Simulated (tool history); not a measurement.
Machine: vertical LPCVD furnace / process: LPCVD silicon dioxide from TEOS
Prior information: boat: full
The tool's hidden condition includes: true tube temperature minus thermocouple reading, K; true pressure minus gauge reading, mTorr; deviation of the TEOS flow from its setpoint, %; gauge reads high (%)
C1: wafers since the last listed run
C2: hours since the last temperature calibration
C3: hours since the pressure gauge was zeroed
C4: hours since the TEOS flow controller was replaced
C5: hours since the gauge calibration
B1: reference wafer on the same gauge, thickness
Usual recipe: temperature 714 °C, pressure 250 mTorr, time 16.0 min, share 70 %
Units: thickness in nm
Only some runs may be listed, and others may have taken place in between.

Run 1, hour 0.0: usual settings; C1 0; C2 1710.0; C3 3455.3; C4 6212.3; C5 571.7; B1 133.14. Result: thickness 139.95 nm.
Run 2, hour 13.4: usual settings but pressure 225 mTorr; C1 262; C2 1723.4; C3 3468.7; C4 6225.7; C5 585.1; B1 133.18. Result: thickness 132.22 nm.
Run 3, hour 28.1: usual settings but pressure 225 mTorr; C1 287; C2 1738.1; C3 3483.4; C4 6240.4; C5 599.8; B1 132.87. Result: thickness 133.15 nm.
Run 4, hour 42.7: usual settings; C1 285; C2 1752.7; C3 3498.0; C4 6255.0; C5 614.4; B1 132.93. Result: thickness 140.17 nm.
Run 5, hour 54.5: usual settings; C1 230; C2 1764.5; C3 3509.8; C4 6266.8; C5 626.2; B1 133.08. Result: thickness 141.20 nm.
At hour 62.7: gauge calibrated.
Run 6, hour 72.5: usual settings; C1 352; C2 1782.5; C3 3527.8; C4 6284.8; C5 9.8; B1 132.88. Result: thickness 141.20 nm.
Run 7, hour 90.4: usual settings; C1 350; C2 1800.4; C3 3545.7; C4 6302.7; C5 27.7; B1 132.85. Result: thickness 140.15 nm.
Run 8, hour 108.3: usual settings; C1 350; C2 1818.3; C3 3563.6; C4 6320.6; C5 45.6; B1 133.12. Result: thickness 140.14 nm.
Run 9, hour 116.5: usual settings but pressure 295 mTorr; C1 160; C2 1826.5; C3 3571.8; C4 6328.8; C5 53.8; B1 132.99. Result: thickness 151.80 nm.
Run 10, hour 130.9: usual settings but pressure 230 mTorr; C1 281; C2 1840.9; C3 3586.2; C4 6343.2; C5 68.2; B1 133.13. Result: thickness 134.32 nm.
At hour 155.6: thermocouples replaced and temperature profile calibrated.
Run 11, hour 156.1: usual settings but pressure 230 mTorr; C1 23; C2 0.5; C3 3611.4; C4 6368.4; C5 93.4; B1 133.07. Result: thickness 127.85 nm.
Run 12, hour 159.2: usual settings but temperature 707 °C, pressure 295 mTorr, time 13.5 min, share 62 %; C1 60; C2 3.6; C3 3614.5; C4 6371.5; C5 96.5; B1 133.00. Result: thickness 98.34 nm.
Run 13, hour 169.2: usual settings but time 10.0 min, share 79 %; C1 195; C2 13.6; C3 3624.5; C4 6381.5; C5 106.5; B1 133.03. Result: thickness 89.30 nm.
Run 14, hour 180.7: usual settings but temperature 724 °C, time 14.0 min, share 76 %; C1 224; C2 25.1; C3 3636.0; C4 6393.0; C5 118.0; B1 133.00. Result: thickness 152.38 nm.
Run 15, hour 198.1: usual settings; C1 340; C2 42.5; C3 3653.4; C4 6410.4; C5 135.4; B1 133.06. Result: thickness 133.36 nm.
Run 16, hour 209.0: usual settings but temperature 703 °C, time 13.5 min, share 60 %; C1 213; C2 53.4; C3 3664.3; C4 6421.3; C5 146.3; B1 132.93. Result: thickness 80.74 nm.
At hour 244.8: pressure gauge zeroed.
Run 17, hour 245.3: usual settings but pressure 210 mTorr, share 63 %; C1 240; C2 89.7; C3 0.5; C4 6457.6; C5 182.6; B1 133.16. Result: thickness 116.22 nm.
Run 18, hour 248.4: usual settings but temperature 722 °C; C1 60; C2 92.8; C3 3.6; C4 6460.7; C5 185.7; B1 132.87. Result: thickness 159.01 nm.
Run 19, hour 251.4: usual settings; C1 58; C2 95.8; C3 6.6; C4 6463.7; C5 188.7; B1 133.01. Result: thickness 133.76 nm.
Run 20, hour 255.2: usual settings but temperature 721 °C, pressure 310 mTorr; C1 74; C2 99.6; C3 10.4; C4 6467.5; C5 192.5; B1 132.87. Result: thickness 174.17 nm.
At hour 291.7: TEOS flow controller replaced.
Run 21, hour 292.2: usual settings but share 84 %; C1 254; C2 136.6; C3 47.4; C4 0.5; C5 229.5; B1 132.97. Result: thickness 146.11 nm.
Run 22, hour 295.3: usual settings; C1 60; C2 139.7; C3 50.5; C4 3.6; C5 232.6; B1 133.08. Result: thickness 132.96 nm.
Run 23, hour 300.5: usual settings but pressure 205 mTorr, time 13.0 min; C1 101; C2 144.9; C3 55.7; C4 8.8; C5 237.8; B1 132.99. Result: thickness 98.36 nm.
Run 24, hour 306.8: usual settings but temperature 709 °C, pressure 300 mTorr, time 14.0 min; C1 123; C2 151.2; C3 62.0; C4 15.1; C5 244.1; B1 133.05. Result: thickness 113.74 nm.
Run 25, hour 323.8: usual settings but time 13.0 min, share 75 %; C1 332; C2 168.2; C3 79.0; C4 32.1; C5 261.1; B1 132.98. Result: thickness 112.98 nm.
Run 26, hour 341.5: usual settings but temperature 718 °C; C1 346; C2 185.9; C3 96.7; C4 49.8; C5 278.8; B1 132.95. Result: thickness 146.66 nm.
Run 27, hour 353.6: usual settings; C1 236; C2 198.0; C3 108.8; C4 61.9; C5 290.9; B1 133.17. Result: thickness 134.24 nm.
Run 28, hour 362.9: usual settings but share 64 %; C1 181; C2 207.3; C3 118.1; C4 71.2; C5 300.2; B1 132.90. Result: thickness 128.03 nm.
Run 29, hour 370.3: usual settings but temperature 719 °C, time 13.0 min; C1 144; C2 214.7; C3 125.5; C4 78.6; C5 307.6; B1 132.96. Result: thickness 122.24 nm.
Run 30, hour 378.2: usual settings but temperature 709 °C, pressure 270 mTorr, share 84 %; C1 154; C2 222.6; C3 133.4; C4 86.5; C5 315.5; B1 133.01. Result: thickness 136.06 nm.
Run 31, hour 394.8: usual settings but temperature 721 °C, pressure 275 mTorr, time 18.0 min, share 62 %; C1 324; C2 239.2; C3 150.0; C4 103.1; C5 332.1; B1 132.93. Result: thickness 173.96 nm.

Consider 4 possible next runs. They are alternatives, not a sequence: every one starts from the tool as it was left by run 31. What does each give?
Run A, hour 398.0: usual settings; C1 62; C2 242.4; C3 153.2; C4 106.3; C5 335.3; B1 ?. Result: thickness ?.
Run B, hour 398.0: usual settings but time 22.0 min; C1 62; C2 242.4; C3 153.2; C4 106.3; C5 335.3; B1 ?. Result: thickness ?.
Run C, hour 398.0: usual settings but temperature 706 °C, pressure 190 mTorr; C1 62; C2 242.4; C3 153.2; C4 106.3; C5 335.3; B1 ?. Result: thickness ?.
Run D, hour 398.0: usual settings but time 11.5 min; C1 62; C2 242.4; C3 153.2; C4 106.3; C5 335.3; B1 ?. Result: thickness ?.

run      B1  thickness
  A  133.02     134.54
  B  133.02     185.00
  C  133.02      97.78
  D  133.02      96.70
With the hidden condition removed and each run's random variation left untouched, the same runs would have given:
run  thickness
  A     132.05
  B     181.58
  C      95.94
  D      94.91

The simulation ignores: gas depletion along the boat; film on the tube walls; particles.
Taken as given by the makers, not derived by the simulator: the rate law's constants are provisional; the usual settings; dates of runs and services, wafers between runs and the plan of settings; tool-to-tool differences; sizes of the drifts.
